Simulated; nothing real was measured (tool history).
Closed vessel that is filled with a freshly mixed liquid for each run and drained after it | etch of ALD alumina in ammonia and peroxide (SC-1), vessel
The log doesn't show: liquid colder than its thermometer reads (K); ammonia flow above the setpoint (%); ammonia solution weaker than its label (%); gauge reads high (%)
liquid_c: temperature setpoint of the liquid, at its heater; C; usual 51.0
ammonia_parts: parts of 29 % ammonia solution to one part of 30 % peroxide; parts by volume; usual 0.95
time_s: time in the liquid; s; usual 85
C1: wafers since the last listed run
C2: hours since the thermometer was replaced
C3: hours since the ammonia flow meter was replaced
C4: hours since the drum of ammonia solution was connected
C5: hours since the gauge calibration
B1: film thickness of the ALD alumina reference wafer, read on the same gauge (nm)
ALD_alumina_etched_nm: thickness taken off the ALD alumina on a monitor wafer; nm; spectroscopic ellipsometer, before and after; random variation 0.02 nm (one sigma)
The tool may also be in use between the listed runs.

run 1 hour=0.0 | liquid_c=51.0 ammonia_parts=0.95 time_s=100 | C1=0 C2=1120.4 C3=243.7 C4=620.6 C5=2873.0 | B1=49.95 | ALD_alumina_etched_nm=8.80
run 2 hour=49.9 | liquid_c=51.0 ammonia_parts=0.95 time_s=85 | C1=7094 C2=1170.3 C3=293.6 C4=670.5 C5=2922.9 | B1=50.04 | ALD_alumina_etched_nm=7.49
run 3 hour=123.0 | liquid_c=51.0 ammonia_parts=0.95 time_s=85 | C1=10393 C2=1243.4 C3=366.7 C4=743.6 C5=2996.0 | B1=50.02 | ALD_alumina_etched_nm=7.49
run 4 hour=183.3 | liquid_c=51.0 ammonia_parts=0.95 time_s=85 | C1=8573 C2=1303.7 C3=427.0 C4=803.9 C5=3056.3 | B1=49.98 | ALD_alumina_etched_nm=7.44
-- hour=203.1 gauge calibrated
-- hour=230.4 new drum of ammonia solution connected
run 5 hour=268.2 | liquid_c=51.0 ammonia_parts=0.95 time_s=85 | C1=11928 C2=1388.6 C3=511.9 C4=37.8 C5=65.1 | B1=49.98 | ALD_alumina_etched_nm=7.55
run 6 hour=376.2 | liquid_c=51.0 ammonia_parts=0.95 time_s=85 | C1=15355 C2=1496.6 C3=619.9 C4=145.8 C5=173.1 | B1=50.02 | ALD_alumina_etched_nm=7.50
-- hour=383.3 ammonia flow meter replaced
run 7 hour=420.3 | liquid_c=51.0 ammonia_parts=0.95 time_s=85 | C1=6127 C2=1540.7 C3=37.0 C4=189.9 C5=217.2 | B1=49.96 | ALD_alumina_etched_nm=7.49
-- hour=492.3 thermometer replaced
run 8 hour=513.6 | liquid_c=51.0 ammonia_parts=0.95 time_s=85 | C1=13123 C2=21.3 C3=130.3 C4=283.2 C5=310.5 | B1=50.01 | ALD_alumina_etched_nm=7.60
run 9 hour=599.2 | liquid_c=51.0 ammonia_parts=1.20 time_s=65 | C1=12170 C2=106.9 C3=215.9 C4=368.8 C5=396.1 | B1=50.03 | ALD_alumina_etched_nm=5.93
run 10 hour=664.3 | liquid_c=51.0 ammonia_parts=0.95 time_s=85 | C1=9255 C2=172.0 C3=281.0 C4=433.9 C5=461.2 | B1=49.98 | ALD_alumina_etched_nm=7.60
run 11 hour=741.3 | liquid_c=51.0 ammonia_parts=1.20 time_s=85 | C1=10947 C2=249.0 C3=358.0 C4=510.9 C5=538.2 | B1=49.94 | ALD_alumina_etched_nm=7.73
run 12 hour=803.4 | liquid_c=51.0 ammonia_parts=0.95 time_s=105 | C1=8829 C2=311.1 C3=420.1 C4=573.0 C5=600.3 | B1=49.97 | ALD_alumina_etched_nm=9.34
run 13 hour=872.4 | liquid_c=56.0 ammonia_parts=0.55 time_s=120 | C1=9810 C2=380.1 C3=489.1 C4=642.0 C5=669.3 | B1=50.05 | ALD_alumina_etched_nm=13.26
run 14 hour=913.6 | liquid_c=51.0 ammonia_parts=1.15 time_s=60 | C1=5857 C2=421.3 C3=530.3 C4=683.2 C5=710.5 | B1=50.04 | ALD_alumina_etched_nm=5.42
-- hour=927.0 ammonia flow meter replaced
run 15 hour=983.2 | liquid_c=59.5 ammonia_parts=1.20 time_s=40 | C1=9753 C2=490.9 C3=56.2 C4=752.8 C5=780.1 | B1=50.01 | ALD_alumina_etched_nm=5.66
run 16 hour=1048.4 | liquid_c=56.5 ammonia_parts=1.10 time_s=35 | C1=9270 C2=556.1 C3=121.4 C4=818.0 C5=845.3 | B1=49.94 | ALD_alumina_etched_nm=4.21
-- hour=1073.3 new drum of ammonia solution connected
run 17 hour=1129.9 | liquid_c=43.0 ammonia_parts=1.20 time_s=120 | C1=11445 C2=637.6 C3=202.9 C4=56.6 C5=926.8 | B1=49.98 | ALD_alumina_etched_nm=6.99
run 18 hour=1180.2 | liquid_c=51.0 ammonia_parts=0.95 time_s=85 | C1=7151 C2=687.9 C3=253.2 C4=106.9 C5=977.1 | B1=49.96 | ALD_alumina_etched_nm=7.61
run 19 hour=1221.0 | liquid_c=48.0 ammonia_parts=0.95 time_s=85 | C1=5800 C2=728.7 C3=294.0 C4=147.7 C5=1017.9 | B1=49.97 | ALD_alumina_etched_nm=6.42
run 20 hour=1291.0 | liquid_c=51.0 ammonia_parts=0.95 time_s=70 | C1=9952 C2=798.7 C3=364.0 C4=217.7 C5=1087.9 | B1=50.00 | ALD_alumina_etched_nm=6.23
run 21 hour=1343.9 | liquid_c=51.0 ammonia_parts=0.95 time_s=130 | C1=7521 C2=851.6 C3=416.9 C4=270.6 C5=1140.8 | B1=49.97 | ALD_alumina_etched_nm=11.60
run 22 hour=1534.8 | liquid_c=42.5 ammonia_parts=0.95 time_s=55 | C1=27142 C2=1042.5 C3=607.8 C4=461.5 C5=1331.7 | B1=49.98 | ALD_alumina_etched_nm=3.00
-- hour=1622.4 ammonia flow meter replaced
run 23 hour=1635.8 | liquid_c=51.0 ammonia_parts=0.95 time_s=85 | C1=14218 C2=1143.5 C3=13.4 C4=562.5 C5=1432.7 | B1=50.02 | ALD_alumina_etched_nm=7.53
run 24 hour=1722.4 | liquid_c=44.5 ammonia_parts=0.80 time_s=85 | C1=12312 C2=1230.1 C3=100.0 C4=649.1 C5=1519.3 | B1=49.98 | ALD_alumina_etched_nm=5.12
run 25 hour=1767.8 | liquid_c=51.0 ammonia_parts=0.95 time_s=85 | C1=6454 C2=1275.5 C3=145.4 C4=694.5 C5=1564.7 | B1=49.96 | ALD_alumina_etched_nm=7.53
run 26 hour=1871.8 | liquid_c=51.0 ammonia_parts=0.95 time_s=85 | C1=14786 C2=1379.5 C3=249.4 C4=798.5 C5=1668.7 | B1=50.04 | ALD_alumina_etched_nm=7.47
run 27 hour=1917.1 | liquid_c=56.0 ammonia_parts=0.75 time_s=85 | C1=6440 C2=1424.8 C3=294.7 C4=843.8 C5=1714.0 | B1=49.97 | ALD_alumina_etched_nm=9.55
-- hour=1953.1 thermometer replaced
run 28 hour=2017.6 | liquid_c=54.0 ammonia_parts=1.20 time_s=120 | C1=14146 C2=64.5 C3=395.2 C4=944.3 C5=1814.5 | B1=49.98 | ALD_alumina_etched_nm=12.83
run 29 hour=2094.5 | liquid_c=57.0 ammonia_parts=1.20 time_s=45 | C1=10933 C2=141.4 C3=472.1 C4=1021.2 C5=1891.4 | B1=49.99 | ALD_alumina_etched_nm=5.61

4 ways to go on from here, each from the tool as it stands after run 29. What would each give?
run A hour=2095.2 | liquid_c=55.5 ammonia_parts=0.95 time_s=85 | C1=99 C2=142.1 C3=472.8 C4=1021.9 C5=1892.1 | B1=? | ALD_alumina_etched_nm=?
run B hour=2095.2 | liquid_c=56.5 ammonia_parts=0.80 time_s=70 | C1=99 C2=142.1 C3=472.8 C4=1021.9 C5=1892.1 | B1=? | ALD_alumina_etched_nm=?
run C hour=2095.2 | liquid_c=58.0 ammonia_parts=1.20 time_s=120 | C1=99 C2=142.1 C3=472.8 C4=1021.9 C5=1892.1 | B1=? | ALD_alumina_etched_nm=?
run D hour=2095.2 | liquid_c=42.0 ammonia_parts=0.65 time_s=45 | C1=99 C2=142.1 C3=472.8 C4=1021.9 C5=1892.1 | B1=? | ALD_alumina_etched_nm=?

run=A B1=50.04 ALD_alumina_etched_nm=9.61
run=B B1=50.04 ALD_alumina_etched_nm=8.21
run=C B1=50.04 ALD_alumina_etched_nm=15.81
run=D B1=50.04 ALD_alumina_etched_nm=2.32
Without the tool's hidden state the same runs would have given:
run=A ALD_alumina_etched_nm=9.77
run=B ALD_alumina_etched_nm=8.34
run=C ALD_alumina_etched_nm=16.07
run=D ALD_alumina_etched_nm=2.36
